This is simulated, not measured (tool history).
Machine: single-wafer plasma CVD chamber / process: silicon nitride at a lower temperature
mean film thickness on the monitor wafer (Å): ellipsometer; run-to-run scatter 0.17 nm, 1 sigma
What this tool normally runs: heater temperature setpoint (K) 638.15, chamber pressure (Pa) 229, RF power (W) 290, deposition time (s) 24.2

run,hour,heater temperature setpoint (K),chamber pressure (Pa),RF power (W),deposition time (s),"read-back reference wafer on the same gauge, thickness_nm",mean film thickness on the monitor wafer (Å)
1,0,645.15,229,255,24.2,33.411,270.14
2,91.8,645.15,229,255,24.2,33.394,272.34
# hour 108.1: capacitance manometer re-zeroed and calibrated
3,184.8,645.15,229,255,24.2,33.391,267.84
4,279.1,638.15,229,290,23.2,33.368,267.11
# hour 313.9: showerhead replaced
# hour 349.7: thermocouple changed; heater temperature recalibrated
5,386.8,638.15,229,290,23.2,33.379,270.56
6,493.4,638.15,229,275,21.9,33.411,247.19
7,552.2,638.15,229,275,21.9,33.399,249.26
8,626.9,638.15,253,290,24.2,33.376,288.89
9,664.6,638.15,229,245,22.5,33.445,244.88
10,713.8,638.15,229,330,22.1,33.4,267.92
# hour 755.4: gauge calibrated
11,763.7,638.15,229,290,24.2,33.382,280.74
12,813,638.15,229,290,24.2,33.384,280.43
# hour 851.6: capacitance manometer re-zeroed and calibrated, repeated, since the last time left the tool worse
13,897.5,638.15,247,290,24.2,33.397,292.98
14,998.4,644.15,251,235,24.2,33.403,271.13
# hour 1057.8: RF generator calibrated
15,1111.9,643.15,251,320,20.2,33.411,254.39
16,1419.3,638.15,229,290,24.2,33.391,287.39
17,1511.2,632.15,229,245,24.2,33.365,268.06
18,1558.9,646.15,263,290,24.2,33.401,298.48
19,1615.3,638.15,229,290,27.5,33.379,323.62
20,1710.8,638.15,229,290,24.2,33.409,284.68
21,1754.5,638.15,229,290,24.2,33.396,287.19
22,1810.7,629.15,229,290,24.2,33.391,287.02
23,1901.2,638.15,229,290,24.2,33.447,287.4
24,1982.4,638.15,229,290,28.6,33.419,338.9
25,2052.2,638.15,229,290,24.2,33.382,284.95
26,2103.2,638.15,229,290,24.2,33.363,287.27
27,2209.8,638.15,172,290,19.4,33.428,208.86

5 options for the next run, each taken on its own from the tool as it stands now. Forecast them:
A,2210.2,638.15,229,290,24.2,?,?
B,2210.2,626.15,229,250,24.2,?,?
C,2210.2,642.15,213,290,20.1,?,?
D,2210.2,638.15,229,290,22,?,?
E,2210.2,644.15,229,330,20.5,?,?

run,"read-back reference wafer on the same gauge, thickness_nm",mean film thickness on the monitor wafer (Å)
A,33.393,286.96
B,33.393,271.62
C,33.393,232.92
D,33.393,260.93
E,33.393,255.97
Take away the tool's hidden state, keep each run's random variation, and the runs would have read:
run,mean film thickness on the monitor wafer (Å)
A,290.92
B,275.36
C,236.2
D,264.53
E,259.5
